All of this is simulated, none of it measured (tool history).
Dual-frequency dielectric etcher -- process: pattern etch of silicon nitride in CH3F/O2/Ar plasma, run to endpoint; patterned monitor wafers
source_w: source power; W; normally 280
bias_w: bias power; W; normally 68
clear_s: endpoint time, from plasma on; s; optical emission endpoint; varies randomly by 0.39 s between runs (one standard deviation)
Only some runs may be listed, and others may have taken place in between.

run   hour  source_w  bias_w  incoming incoming film thickness, nm  clear_s
  1    0.0       230      74                                  58.7     96.9
  2   15.6       230      74                                  59.2     98.6
  3   27.3       280      68                                  59.4     93.8
  4   39.9       280      68                                  59.0     92.4
  5   63.2       280      68                                  58.9     92.9
  6   97.5       280      74                                  60.0     91.6
  7  107.4       280      74                                  59.2     90.5
     132.5  -- bias power generator calibrated
     137.4  -- upper electrode replaced
  8  137.9       280      59                                  58.7     96.2
  9  138.2       280      59                                  58.9     96.3
 10  141.3       260      68                                  59.4     95.5
 11  149.2       230      68                                  59.2    100.3
 12  160.9       230      68                                  58.5     97.9
     166.6  -- source power generator calibrated
     199.6  -- wet clean of the chamber
 13  200.1       230      68                                  59.1     96.0
 14  200.4       280      68                                  58.9     89.3
 15  203.2       280      55                                  59.2     95.7
 16  217.2       320      74                                  59.0     82.7
 17  233.1       220      60                                  58.1    100.8
 18  240.4       320      60                                  59.0     87.9
 19  252.2       220      68                                  58.8     98.2
     283.7  -- wet clean of the chamber, repeated, since the last time left the tool worse
 20  284.2       280      68                                  58.7     94.3
 21  284.5       260      63                                  58.9     99.9
 22  295.4       320      68                                  59.0     90.5
 23  313.4       240      58                                  59.0    106.6
 24  322.4       280      68                                  59.5     95.1
 25  329.2       310      57                                  59.6     96.1
 26  338.9       230      83                                  59.2     96.9
 27  346.1       220      74                                  59.0    101.1
 28  354.3       280      68                                  59.0     95.6

Alternative continuations, all from the tool just after run 28; predict every row:
  A  354.7       280      60                                  59.0        ?
  B  354.7       320      54                                  59.0        ?
  C  354.7       280      84                                  59.0        ?
  D  354.7       250      57                                  59.0        ?

run  clear_s
  A     97.9
  B     95.6
  C     88.4
  D    104.0
Take away the tool's hidden state, keep each run's random variation, and the runs would have read:
run  clear_s
  A     98.4
  B     96.1
  C     88.8
  D    104.6
